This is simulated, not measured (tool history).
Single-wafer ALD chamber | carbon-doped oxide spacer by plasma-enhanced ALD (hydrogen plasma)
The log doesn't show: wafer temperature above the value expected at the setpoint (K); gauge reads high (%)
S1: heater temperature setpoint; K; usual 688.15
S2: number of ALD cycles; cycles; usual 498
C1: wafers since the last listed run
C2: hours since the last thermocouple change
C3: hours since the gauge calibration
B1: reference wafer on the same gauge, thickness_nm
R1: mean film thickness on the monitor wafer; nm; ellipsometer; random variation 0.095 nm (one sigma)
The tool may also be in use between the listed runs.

{"run": 1, "day": 0.0, "S1": 688.15, "S2": 498, "C1": 0, "C2": 700.1, "C3": 1616.7, "B1": 22.305, "R1": 22.694}
{"run": 2, "day": 3.446, "S1": 694.15, "S2": 498, "C1": 51, "C2": 782.8, "C3": 1699.4, "B1": 22.294, "R1": 22.344}
{"run": 3, "day": 6.983, "S1": 694.15, "S2": 498, "C1": 52, "C2": 867.7, "C3": 1784.3, "B1": 22.309, "R1": 22.361}
{"run": 4, "day": 8.871, "S1": 688.15, "S2": 498, "C1": 28, "C2": 913.0, "C3": 1829.6, "B1": 22.287, "R1": 22.784}
{"day": 14.333, "done": "thermocouple changed; heater temperature recalibrated"}
{"run": 5, "day": 20.562, "S1": 688.15, "S2": 498, "C1": 168, "C2": 149.5, "C3": 2110.2, "B1": 22.303, "R1": 22.639}
{"run": 6, "day": 23.817, "S1": 688.15, "S2": 498, "C1": 48, "C2": 227.6, "C3": 2188.3, "B1": 22.281, "R1": 22.609}
{"run": 7, "day": 25.462, "S1": 688.15, "S2": 498, "C1": 24, "C2": 267.1, "C3": 2227.8, "B1": 22.268, "R1": 22.843}
{"run": 8, "day": 27.629, "S1": 688.15, "S2": 498, "C1": 32, "C2": 319.1, "C3": 2279.8, "B1": 22.308, "R1": 22.812}
{"run": 9, "day": 30.342, "S1": 688.15, "S2": 498, "C1": 40, "C2": 384.2, "C3": 2344.9, "B1": 22.286, "R1": 22.791}
{"run": 10, "day": 33.15, "S1": 688.15, "S2": 498, "C1": 41, "C2": 451.6, "C3": 2412.3, "B1": 22.322, "R1": 22.657}
{"run": 11, "day": 35.608, "S1": 688.15, "S2": 420, "C1": 36, "C2": 510.6, "C3": 2471.3, "B1": 22.3, "R1": 19.295}
{"run": 12, "day": 42.192, "S1": 688.15, "S2": 420, "C1": 97, "C2": 668.6, "C3": 2629.3, "B1": 22.305, "R1": 19.335}
{"run": 13, "day": 44.958, "S1": 688.15, "S2": 420, "C1": 41, "C2": 735.0, "C3": 2695.7, "B1": 22.286, "R1": 19.208}
{"run": 14, "day": 48.817, "S1": 692.15, "S2": 498, "C1": 57, "C2": 827.6, "C3": 2788.3, "B1": 22.297, "R1": 22.635}
{"run": 15, "day": 52.108, "S1": 688.15, "S2": 498, "C1": 48, "C2": 906.6, "C3": 2867.3, "B1": 22.321, "R1": 22.911}
{"run": 16, "day": 56.271, "S1": 688.15, "S2": 498, "C1": 61, "C2": 1006.5, "C3": 2967.2, "B1": 22.29, "R1": 23.063}
{"day": 56.85, "done": "gauge calibrated"}
{"day": 58.683, "done": "thermocouple changed; heater temperature recalibrated"}
{"run": 17, "day": 60.142, "S1": 688.15, "S2": 498, "C1": 52, "C2": 35.0, "C3": 79.0, "B1": 22.314, "R1": 22.308}
{"run": 18, "day": 64.229, "S1": 688.15, "S2": 530, "C1": 60, "C2": 133.1, "C3": 177.1, "B1": 22.293, "R1": 24.261}
{"run": 19, "day": 67.404, "S1": 678.15, "S2": 498, "C1": 47, "C2": 209.3, "C3": 253.3, "B1": 22.305, "R1": 23.368}
{"run": 20, "day": 70.679, "S1": 692.15, "S2": 469, "C1": 48, "C2": 287.9, "C3": 331.9, "B1": 22.298, "R1": 21.006}
{"run": 21, "day": 72.367, "S1": 688.15, "S2": 498, "C1": 25, "C2": 328.4, "C3": 372.4, "B1": 22.286, "R1": 22.804}
{"run": 22, "day": 74.696, "S1": 682.15, "S2": 498, "C1": 34, "C2": 384.3, "C3": 428.3, "B1": 22.319, "R1": 23.3}
{"run": 23, "day": 77.792, "S1": 699.15, "S2": 498, "C1": 46, "C2": 458.6, "C3": 502.6, "B1": 22.311, "R1": 21.753}
{"run": 24, "day": 81.358, "S1": 688.15, "S2": 498, "C1": 53, "C2": 544.2, "C3": 588.2, "B1": 22.332, "R1": 22.915}
{"run": 25, "day": 85.842, "S1": 693.15, "S2": 469, "C1": 66, "C2": 651.8, "C3": 695.8, "B1": 22.277, "R1": 21.149}
{"run": 26, "day": 89.042, "S1": 698.15, "S2": 403, "C1": 47, "C2": 728.6, "C3": 772.6, "B1": 22.334, "R1": 17.807}

Forecast run 27:
{"run": 27, "day": 92.204, "S1": 696.15, "S2": 526, "C1": 47, "C2": 804.5, "C3": 848.5, "B1": "?", "R1": "?"}

B1: 22.308
R1: 23.410 nm
Without the tool's hidden state the same run would have given R1 22.927 nm.

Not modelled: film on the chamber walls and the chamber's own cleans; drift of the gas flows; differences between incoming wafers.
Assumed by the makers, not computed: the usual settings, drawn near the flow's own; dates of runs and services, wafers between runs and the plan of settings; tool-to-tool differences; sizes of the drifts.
